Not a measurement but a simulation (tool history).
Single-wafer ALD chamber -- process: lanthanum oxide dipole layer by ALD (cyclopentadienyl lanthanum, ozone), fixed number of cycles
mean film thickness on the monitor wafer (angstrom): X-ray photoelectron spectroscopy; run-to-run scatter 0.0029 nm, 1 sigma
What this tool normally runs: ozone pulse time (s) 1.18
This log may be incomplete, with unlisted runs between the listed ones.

run    hour  ozone pulse time (s)  read-back reference wafer on the same gauge, thickness_nm  mean film thickness on the monitor wafer (angstrom)
  1     0.0                  1.39                                                      0.572                                                 5.59
  2    84.4                  1.39                                                      0.572                                                 5.55
      148.7  -- thermocouple changed; heater temperature recalibrated
  3   169.8                  1.39                                                      0.572                                                 5.56
  4   266.6                  1.18                                                      0.572                                                 5.16
  5   303.4                  1.08                                                      0.571                                                 4.86
  6   388.0                  1.08                                                      0.572                                                 4.85
      468.0  -- ozone generator serviced
  7   485.5                  1.18                                                      0.572                                                 5.32
  8   587.4                  1.18                                                      0.572                                                 5.34
  9   692.4                  1.18                                                      0.572                                                 5.27
 10   780.2                  1.29                                                      0.572                                                 5.43
 11   827.3                  1.29                                                      0.573                                                 5.47
 12   888.1                  1.29                                                      0.571                                                 5.41
 13   987.6                  1.18                                                      0.572                                                 5.21
 14  1058.8                  1.18                                                      0.572                                                 5.19
 15  1160.0                  0.89                                                      0.571                                                 4.17
 16  1211.6                  0.81                                                      0.572                                                 3.66
     1255.8  -- ozone generator serviced
 17  1301.5                  1.18                                                      0.572                                                 5.29
     1378.4  -- thermocouple changed; heater temperature recalibrated
 18  1408.1                  1.62                                                      0.573                                                 5.78

Run 19, settings as shown, results not yet in. Your forecast:
 19  1498.1                  1.03                                                          ?                                                    ?

Logged for run 19: read-back reference wafer on the same gauge, thickness_nm 0.572, mean film thickness on the monitor wafer (angstrom) 4.92.
With no hidden state in the tool, this same run would have given mean film thickness on the monitor wafer (angstrom) 5.00.
